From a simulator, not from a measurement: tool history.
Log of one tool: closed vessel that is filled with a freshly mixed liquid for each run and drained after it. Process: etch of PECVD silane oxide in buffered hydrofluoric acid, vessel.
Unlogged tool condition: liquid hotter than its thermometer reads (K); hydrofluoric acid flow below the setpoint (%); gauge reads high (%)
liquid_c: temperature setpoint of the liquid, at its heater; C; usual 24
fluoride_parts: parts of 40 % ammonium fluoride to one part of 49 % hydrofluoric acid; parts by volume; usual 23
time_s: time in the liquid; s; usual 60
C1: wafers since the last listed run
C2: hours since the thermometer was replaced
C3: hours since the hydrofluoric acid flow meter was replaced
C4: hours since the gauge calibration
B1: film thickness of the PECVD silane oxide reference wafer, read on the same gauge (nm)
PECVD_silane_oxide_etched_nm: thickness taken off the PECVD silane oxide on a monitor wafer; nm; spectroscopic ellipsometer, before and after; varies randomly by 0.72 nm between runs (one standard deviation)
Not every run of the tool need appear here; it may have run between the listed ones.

{"run": 1, "hour": 0.0, "liquid_c": 22, "fluoride_parts": 23, "time_s": 50, "C1": 0, "C2": 754.5, "C3": 841, "C4": 14.9, "B1": 60.04, "PECVD_silane_oxide_etched_nm": 67.5}
{"run": 2, "hour": 59.9, "liquid_c": 22, "fluoride_parts": 23, "time_s": 50, "C1": 5125, "C2": 814.4, "C3": 900.9, "C4": 74.8, "B1": 60, "PECVD_silane_oxide_etched_nm": 67.36}
{"run": 3, "hour": 74.5, "liquid_c": 22, "fluoride_parts": 23, "time_s": 50, "C1": 1249, "C2": 829, "C3": 915.5, "C4": 89.4, "B1": 60, "PECVD_silane_oxide_etched_nm": 66.54}
{"run": 4, "hour": 97.2, "liquid_c": 24, "fluoride_parts": 23, "time_s": 60, "C1": 1942, "C2": 851.7, "C3": 938.2, "C4": 112.1, "B1": 59.99, "PECVD_silane_oxide_etched_nm": 90.41}
{"run": 5, "hour": 116.4, "liquid_c": 24, "fluoride_parts": 23, "time_s": 60, "C1": 1643, "C2": 870.9, "C3": 957.4, "C4": 131.3, "B1": 59.98, "PECVD_silane_oxide_etched_nm": 90.52}
{"run": 6, "hour": 151.3, "liquid_c": 24, "fluoride_parts": 23, "time_s": 60, "C1": 2986, "C2": 905.8, "C3": 992.3, "C4": 166.2, "B1": 59.97, "PECVD_silane_oxide_etched_nm": 90.82}
{"run": 7, "hour": 168.4, "liquid_c": 24, "fluoride_parts": 23, "time_s": 60, "C1": 1463, "C2": 922.9, "C3": 1009.4, "C4": 183.3, "B1": 59.94, "PECVD_silane_oxide_etched_nm": 89.96}
{"hour": 193.9, "done": "hydrofluoric acid flow meter replaced"}
{"run": 8, "hour": 195.2, "liquid_c": 24, "fluoride_parts": 23, "time_s": 60, "C1": 2207, "C2": 949.7, "C3": 1.3, "C4": 210.1, "B1": 60.01, "PECVD_silane_oxide_etched_nm": 89.79}
{"run": 9, "hour": 228.8, "liquid_c": 24, "fluoride_parts": 23, "time_s": 35, "C1": 2875, "C2": 983.3, "C3": 34.9, "C4": 243.7, "B1": 60, "PECVD_silane_oxide_etched_nm": 53}
{"run": 10, "hour": 255.5, "liquid_c": 24, "fluoride_parts": 23, "time_s": 70, "C1": 2284, "C2": 1010, "C3": 61.6, "C4": 270.4, "B1": 60.04, "PECVD_silane_oxide_etched_nm": 106.46}
{"run": 11, "hour": 288.2, "liquid_c": 28, "fluoride_parts": 19.5, "time_s": 90, "C1": 2798, "C2": 1042.7, "C3": 94.3, "C4": 303.1, "B1": 60, "PECVD_silane_oxide_etched_nm": 189.55}
{"run": 12, "hour": 322.3, "liquid_c": 24, "fluoride_parts": 23, "time_s": 60, "C1": 2918, "C2": 1076.8, "C3": 128.4, "C4": 337.2, "B1": 60, "PECVD_silane_oxide_etched_nm": 90.05}
{"hour": 338.3, "done": "gauge calibrated"}
{"run": 13, "hour": 348.4, "liquid_c": 19, "fluoride_parts": 30, "time_s": 80, "C1": 2233, "C2": 1102.9, "C3": 154.5, "C4": 10.1, "B1": 60.02, "PECVD_silane_oxide_etched_nm": 75.19}
{"hour": 360.6, "done": "thermometer replaced"}
{"run": 14, "hour": 377.9, "liquid_c": 24, "fluoride_parts": 23, "time_s": 60, "C1": 2438, "C2": 17.3, "C3": 184, "C4": 39.6, "B1": 60.06, "PECVD_silane_oxide_etched_nm": 90.42}
{"run": 15, "hour": 401.5, "liquid_c": 24, "fluoride_parts": 15, "time_s": 60, "C1": 2019, "C2": 40.9, "C3": 207.6, "C4": 63.2, "B1": 60.01, "PECVD_silane_oxide_etched_nm": 131.64}
{"run": 16, "hour": 418.7, "liquid_c": 24, "fluoride_parts": 23, "time_s": 60, "C1": 1471, "C2": 58.1, "C3": 224.8, "C4": 80.4, "B1": 60.03, "PECVD_silane_oxide_etched_nm": 90.62}
{"run": 17, "hour": 453.8, "liquid_c": 24, "fluoride_parts": 23, "time_s": 30, "C1": 3003, "C2": 93.2, "C3": 259.9, "C4": 115.5, "B1": 60.01, "PECVD_silane_oxide_etched_nm": 45}
{"run": 18, "hour": 482.5, "liquid_c": 24, "fluoride_parts": 28, "time_s": 95, "C1": 2456, "C2": 121.9, "C3": 288.6, "C4": 144.2, "B1": 60.01, "PECVD_silane_oxide_etched_nm": 126.48}

Run-by-run hidden state of the tool:
liquid hotter than its thermometer reads (K): 0 in every run
hydrofluoric acid flow below the setpoint (%): 0 in every run
gauge reads high (%): 0 in every run
